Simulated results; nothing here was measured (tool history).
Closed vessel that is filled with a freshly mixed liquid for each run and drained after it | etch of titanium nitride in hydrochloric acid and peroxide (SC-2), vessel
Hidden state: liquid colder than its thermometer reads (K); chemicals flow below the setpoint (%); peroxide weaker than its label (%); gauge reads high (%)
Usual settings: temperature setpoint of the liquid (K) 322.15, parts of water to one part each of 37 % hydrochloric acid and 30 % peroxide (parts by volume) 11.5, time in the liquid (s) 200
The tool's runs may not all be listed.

run,hour,temperature setpoint of the liquid (K),parts of water to one part each of 37 % hydrochloric acid and 30 % peroxide (parts by volume),time in the liquid (s),wafers since the last listed run,hours since the thermometer was replaced,hours since the chemicals flow meter was replaced,hours since the drum of peroxide was connected,hours since the gauge calibration,"read-back film thickness of the titanium nitride reference wafer, read on the same gauge (nm)",thickness taken off the titanium nitride on a monitor wafer (Å)
1,0,322.15,11.5,200,0,1032.7,1001.4,180.4,502.7,39.98,58
2,28.4,322.15,11.5,200,2004,1061.1,1029.8,208.8,531.1,39.99,57.3
3,59.9,322.15,9.5,200,2223,1092.6,1061.3,240.3,562.6,39.99,67.7
4,87.2,322.15,9.5,200,1927,1119.9,1088.6,267.6,589.9,40.01,67.1
5,105,322.15,11.5,250,1256,1137.7,1106.4,285.4,607.7,40,70.8
6,133.6,322.15,11.5,250,2018,1166.3,1135,314,636.3,40,71.2
7,168.8,322.15,11.5,250,2484,1201.5,1170.2,349.2,671.5,39.97,70.4
8,185.6,322.15,11.5,200,1185,1218.3,1187,366,688.3,40,56.1
9,208.1,322.15,11.5,200,1588,1240.8,1209.5,388.5,710.8,40.02,56
# hour 225.2: gauge calibrated
10,227.4,322.15,11.5,200,1362,1260.1,1228.8,407.8,2.2,40.01,56
# hour 247: thermometer replaced
11,257.7,322.15,11.5,235,2068,10.7,1259.1,438.1,32.5,40,65.3
12,280,329.15,11.5,200,1574,33,1281.4,460.4,54.8,40.02,87.1
13,300.7,314.15,11.5,200,1461,53.7,1302.1,481.1,75.5,40.01,31.6
14,316.7,327.65,16.5,200,1129,69.7,1318.1,497.1,91.5,39.99,57.2
15,336,322.15,17,275,1362,89,1337.4,516.4,110.8,40,53.5
16,354.3,325.65,11.5,200,1291,107.3,1355.7,534.7,129.1,40,67.7
17,372.1,322.15,14.5,200,1256,125.1,1373.5,552.5,146.9,39.98,44.3
18,393.4,322.15,11.5,200,1503,146.4,1394.8,573.8,168.2,40.02,54.3
19,407.7,322.15,11.5,145,1009,160.7,1409.1,588.1,182.5,40,39.2
20,434.4,322.15,11.5,120,1884,187.4,1435.8,614.8,209.2,39.98,32
21,454.8,322.15,11.5,110,1440,207.8,1456.2,635.2,229.6,40,29.2
# hour 466.6: new drum of peroxide connected
22,472.3,322.15,11.5,200,1164,225.3,1473.7,5.7,247.1,40,56.5
# hour 474.6: chemicals flow meter replaced
23,507.2,313.15,15.5,320,2392,260.2,32.6,40.6,282,39.97,41.1
24,538,329.15,11.5,200,2174,291,63.4,71.4,312.8,40.01,98.7
25,573.2,322.15,11.5,130,2484,326.2,98.6,106.6,348,40.02,40.3
26,601.3,331.15,11.5,200,1983,354.3,126.7,134.7,376.1,39.98,110.8
27,628.6,331.15,9.5,90,1927,381.6,154,162,403.4,39.99,58.2
28,649.3,322.15,11.5,200,1461,402.3,174.7,182.7,424.1,39.99,61.4
29,676.3,312.15,8.5,95,1905,429.3,201.7,209.7,451.1,40,18.5
30,699.6,317.15,13.5,200,1644,452.6,225,233,474.4,40,37.1

What the log doesn't show, run by run:
liquid colder than its thermometer reads (K): 0 in every run
gauge reads high (%): 0 in every run
H1: chemicals flow below the setpoint (%)
H2: peroxide weaker than its label (%)
run,H1,H2
1,9.01,2.48
2,9.26,2.72
3,9.54,2.98
4,9.79,3.21
5,9.94,3.36
6,10.2,3.6
7,10.5,3.89
8,10.7,4.03
9,10.9,4.22
10,11,4.38
11,11.3,4.63
12,11.5,4.82
13,11.7,4.99
14,11.8,5.12
15,12,5.28
16,12.2,5.43
17,12.3,5.58
18,12.5,5.76
19,12.6,5.88
20,12.9,6.1
21,13.1,6.27
22,13.2,0.299
23,2.91,0.59
24,3.18,0.846
25,3.49,1.14
26,3.75,1.37
27,3.99,1.6
28,4.17,1.77
29,4.41,2
30,4.62,2.19

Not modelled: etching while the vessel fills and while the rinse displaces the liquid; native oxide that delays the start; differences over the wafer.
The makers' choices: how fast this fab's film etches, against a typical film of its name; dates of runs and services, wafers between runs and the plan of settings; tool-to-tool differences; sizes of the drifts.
